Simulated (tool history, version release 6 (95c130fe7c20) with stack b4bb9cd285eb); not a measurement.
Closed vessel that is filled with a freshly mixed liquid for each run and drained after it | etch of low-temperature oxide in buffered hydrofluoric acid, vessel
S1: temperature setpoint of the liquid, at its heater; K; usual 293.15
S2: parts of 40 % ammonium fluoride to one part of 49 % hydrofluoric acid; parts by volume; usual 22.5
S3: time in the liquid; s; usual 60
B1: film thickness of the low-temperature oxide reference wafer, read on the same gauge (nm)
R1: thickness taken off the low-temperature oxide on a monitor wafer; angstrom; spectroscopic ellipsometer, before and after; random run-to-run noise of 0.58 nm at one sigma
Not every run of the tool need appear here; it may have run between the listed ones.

run	hour	S1	S2	S3	B1	R1
1	0	293.15	26.5	75	150.02	1149.5
2	102.9	293.15	26.5	75	149.98	1123.1
3	145.1	293.15	22.5	60	149.98	1011
4	231.7	293.15	27.5	60	150.01	872.8
5	287.9	293.15	27.5	60	149.98	876.6
6	490.1	293.15	25	55	149.97	833.5
# hour 548.1: gauge calibrated
# hour 548.5: hydrofluoric acid flow meter replaced
7	557	293.15	29	60	150.02	849
8	599.7	293.15	29	60	149.98	852.2
9	650	293.15	29	60	150.02	844
10	692.7	293.15	16.5	60	150.02	1312.1
11	769.6	293.15	16.5	60	150.03	1307.7
12	854.5	293.15	16.5	60	150.01	1287.3
13	923.4	293.15	22.5	60	149.98	984.3
14	1001.1	293.15	22.5	80	150.05	1312.6
15	1059.1	293.15	30	40	150.01	524.5
16	1153.6	293.15	22.5	70	149.97	1129.9
17	1260.5	294.65	22.5	30	150	524.3
18	1356.6	297.15	20	80	150.02	1712.3
# hour 1380.6: thermometer replaced
# hour 1618.7: hydrofluoric acid flow meter replaced
19	1643.2	291.15	20	40	150.02	689.2
20	1691.1	293.15	22.5	60	149.99	1071.3
21	1735	293.15	22.5	60	150.01	1055.6
# hour 1764: gauge calibrated
22	1785.3	296.15	25.5	85	149.99	1618.9
23	1850	295.15	22.5	50	149.99	979.1
24	1927.8	293.15	16.5	60	150	1355.6
25	2029.8	293.15	28	30	150.02	446.5
26	2096.8	291.15	22.5	60	149.98	923.7
27	2191.9	293.15	22.5	60	150	1021.2
28	2270.8	290.15	28	85	149.99	1042.5
29	2363.3	295.15	19.5	60	150.01	1242.8

Below, each run's measurement less what the same run would have read without the hidden state. Both values contain the same run-to-run variation, but the gauge's scatter may not be the same in both:
The hidden state here: liquid colder than its thermometer reads (K); hydrofluoric acid flow below the setpoint (%); gauge reads high (%).
run	R1
1	-75.7
2	-83.6
3	-79.2
4	-74.8
5	-79.8
6	-90.5
7	-60.4
8	-63.9
9	-66.8
10	-116.2
11	-126.1
12	-136.7
13	-101.3
14	-144.4
15	-67.4
16	-139.5
17	-69.2
18	-237.8
19	-11.9
20	-22.6
21	-26.1
22	-46.1
23	-33.1
24	-66.5
25	-21.9
26	-50.7
27	-64
28	-73.4
29	-105.2
